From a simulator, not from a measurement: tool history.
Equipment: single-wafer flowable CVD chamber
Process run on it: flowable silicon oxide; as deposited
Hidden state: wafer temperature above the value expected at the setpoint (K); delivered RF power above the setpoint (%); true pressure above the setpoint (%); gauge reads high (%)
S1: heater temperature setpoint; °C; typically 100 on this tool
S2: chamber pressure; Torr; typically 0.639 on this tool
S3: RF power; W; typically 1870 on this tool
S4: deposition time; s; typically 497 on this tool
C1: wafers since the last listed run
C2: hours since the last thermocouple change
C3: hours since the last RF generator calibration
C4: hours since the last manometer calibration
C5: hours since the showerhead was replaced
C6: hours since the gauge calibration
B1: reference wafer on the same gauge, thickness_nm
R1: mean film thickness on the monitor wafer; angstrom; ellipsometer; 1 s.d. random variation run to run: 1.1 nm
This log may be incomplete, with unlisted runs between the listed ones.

| run | hour | S1 | S2 | S3 | S4 | C1 | C2 | C3 | C4 | C5 | C6 | B1 | R1 |
|---|---|---|---|---|---|---|---|---|---|---|---|---|---|
| 1 | 0.0 | 100 | 0.749 | 1870 | 497 | 0 | 295.2 | 413.4 | 1005.8 | 5325.0 | 457.3 | 235.078 | 2847.37 |
| 2 | 104.3 | 100 | 0.749 | 1870 | 497 | 541 | 399.5 | 517.7 | 1110.1 | 5429.3 | 561.6 | 235.299 | 2837.72 |
| 3 | 196.8 | 100 | 0.639 | 1870 | 497 | 480 | 492.0 | 610.2 | 1202.6 | 5521.8 | 654.1 | 234.626 | 2405.48 |
| 4 | 260.2 | 100 | 0.639 | 1870 | 497 | 329 | 555.4 | 673.6 | 1266.0 | 5585.2 | 717.5 | 235.019 | 2426.48 |
| 5 | 327.7 | 100 | 0.639 | 2125 | 497 | 350 | 622.9 | 741.1 | 1333.5 | 5652.7 | 785.0 | 234.760 | 2492.58 |
| 6 | 377.9 | 111 | 0.639 | 1870 | 497 | 260 | 673.1 | 791.3 | 1383.7 | 5702.9 | 835.2 | 235.474 | 1763.83 |
| 7 | 420.3 | 111 | 0.639 | 1870 | 497 | 220 | 715.5 | 833.7 | 1426.1 | 5745.3 | 877.6 | 235.251 | 1781.97 |
|  | 472.4 | gauge calibrated |
| 8 | 473.5 | 100 | 0.639 | 1870 | 458 | 276 | 768.7 | 886.9 | 1479.3 | 5798.5 | 1.1 | 234.317 | 2247.47 |
| 9 | 512.0 | 100 | 0.639 | 1870 | 458 | 199 | 807.2 | 925.4 | 1517.8 | 5837.0 | 39.6 | 235.394 | 2243.00 |
| 10 | 603.3 | 94 | 0.639 | 1870 | 497 | 473 | 898.5 | 1016.7 | 1609.1 | 5928.3 | 130.9 | 234.468 | 2902.59 |
| 11 | 640.6 | 94 | 0.639 | 1870 | 497 | 193 | 935.8 | 1054.0 | 1646.4 | 5965.6 | 168.2 | 235.161 | 2890.74 |
| 12 | 730.7 | 100 | 0.639 | 1870 | 497 | 467 | 1025.9 | 1144.1 | 1736.5 | 6055.7 | 258.3 | 234.869 | 2419.58 |
| 13 | 795.9 | 100 | 0.567 | 1870 | 497 | 338 | 1091.1 | 1209.3 | 1801.7 | 6120.9 | 323.5 | 235.173 | 2164.35 |
| 14 | 834.1 | 100 | 0.797 | 1870 | 497 | 198 | 1129.3 | 1247.5 | 1839.9 | 6159.1 | 361.7 | 234.876 | 3079.34 |
|  | 955.8 | RF generator calibrated |
| 15 | 972.3 | 100 | 0.639 | 1870 | 497 | 675 | 1267.5 | 16.5 | 1978.1 | 6297.3 | 499.9 | 235.024 | 2439.52 |
| 16 | 1078.2 | 100 | 0.639 | 2175 | 469 | 549 | 1373.4 | 122.4 | 2084.0 | 6403.2 | 605.8 | 234.898 | 2361.86 |
| 17 | 1144.2 | 100 | 0.639 | 2180 | 497 | 342 | 1439.4 | 188.4 | 2150.0 | 6469.2 | 671.8 | 234.842 | 2536.26 |
| 18 | 1184.4 | 100 | 0.749 | 1870 | 497 | 208 | 1479.6 | 228.6 | 2190.2 | 6509.4 | 712.0 | 235.089 | 2873.66 |
|  | 1208.1 | showerhead replaced |
| 19 | 1226.6 | 100 | 0.639 | 1870 | 458 | 177 | 1521.8 | 270.8 | 2232.4 | 18.5 | 754.2 | 234.223 | 2246.12 |
| 20 | 1287.2 | 100 | 0.639 | 1870 | 497 | 314 | 1582.4 | 331.4 | 2293.0 | 79.1 | 814.8 | 234.997 | 2462.21 |
|  | 1348.8 | capacitance manometer re-zeroed and calibrated |
| 21 | 1368.1 | 112 | 0.639 | 1560 | 497 | 378 | 1663.3 | 412.3 | 19.3 | 160.0 | 895.7 | 234.893 | 1587.66 |
|  | 1415.1 | thermocouple changed; heater temperature recalibrated |
|  | 1423.2 | gauge calibrated |
| 22 | 1447.0 | 100 | 0.639 | 1870 | 497 | 367 | 31.9 | 491.2 | 98.2 | 238.9 | 23.8 | 235.021 | 2359.18 |
| 23 | 1514.1 | 100 | 0.639 | 1870 | 497 | 348 | 99.0 | 558.3 | 165.3 | 306.0 | 90.9 | 234.986 | 2385.23 |
| 24 | 1590.9 | 112 | 0.540 | 1510 | 530 | 398 | 175.8 | 635.1 | 242.1 | 382.8 | 167.7 | 235.007 | 1430.47 |
| 25 | 1693.3 | 100 | 0.639 | 1870 | 409 | 531 | 278.2 | 737.5 | 344.5 | 485.2 | 270.1 | 235.313 | 1962.15 |
| 26 | 1742.2 | 100 | 0.639 | 1870 | 497 | 253 | 327.1 | 786.4 | 393.4 | 534.1 | 319.0 | 235.123 | 2392.62 |
| 27 | 1814.6 | 92 | 0.729 | 1980 | 497 | 375 | 399.5 | 858.8 | 465.8 | 606.5 | 391.4 | 234.875 | 3515.64 |
| 28 | 1886.9 | 88 | 0.639 | 1635 | 435 | 375 | 471.8 | 931.1 | 538.1 | 678.8 | 463.7 | 234.523 | 2898.30 |

4 ways to go on from here, each from the tool as it stands after run 28. What would each give?
| A | 1887.4 | 100 | 0.639 | 1870 | 497 | 2 | 472.3 | 931.6 | 538.6 | 679.3 | 464.2 | ? | ? |
| B | 1887.4 | 100 | 0.639 | 2225 | 497 | 2 | 472.3 | 931.6 | 538.6 | 679.3 | 464.2 | ? | ? |
| C | 1887.4 | 108 | 0.482 | 1870 | 413 | 2 | 472.3 | 931.6 | 538.6 | 679.3 | 464.2 | ? | ? |
| D | 1887.4 | 94 | 0.598 | 2120 | 497 | 2 | 472.3 | 931.6 | 538.6 | 679.3 | 464.2 | ? | ? |

| run | B1 | R1 |
|---|---|---|
| A | 234.890 | 2437.13 |
| B | 234.890 | 2514.76 |
| C | 234.890 | 1210.99 |
| D | 234.890 | 2776.39 |
Without the tool's unlogged condition, the same runs would have read:
| run | R1 |
|---|---|
| A | 2352.37 |
| B | 2427.29 |
| C | 1167.31 |
| D | 2678.37 |

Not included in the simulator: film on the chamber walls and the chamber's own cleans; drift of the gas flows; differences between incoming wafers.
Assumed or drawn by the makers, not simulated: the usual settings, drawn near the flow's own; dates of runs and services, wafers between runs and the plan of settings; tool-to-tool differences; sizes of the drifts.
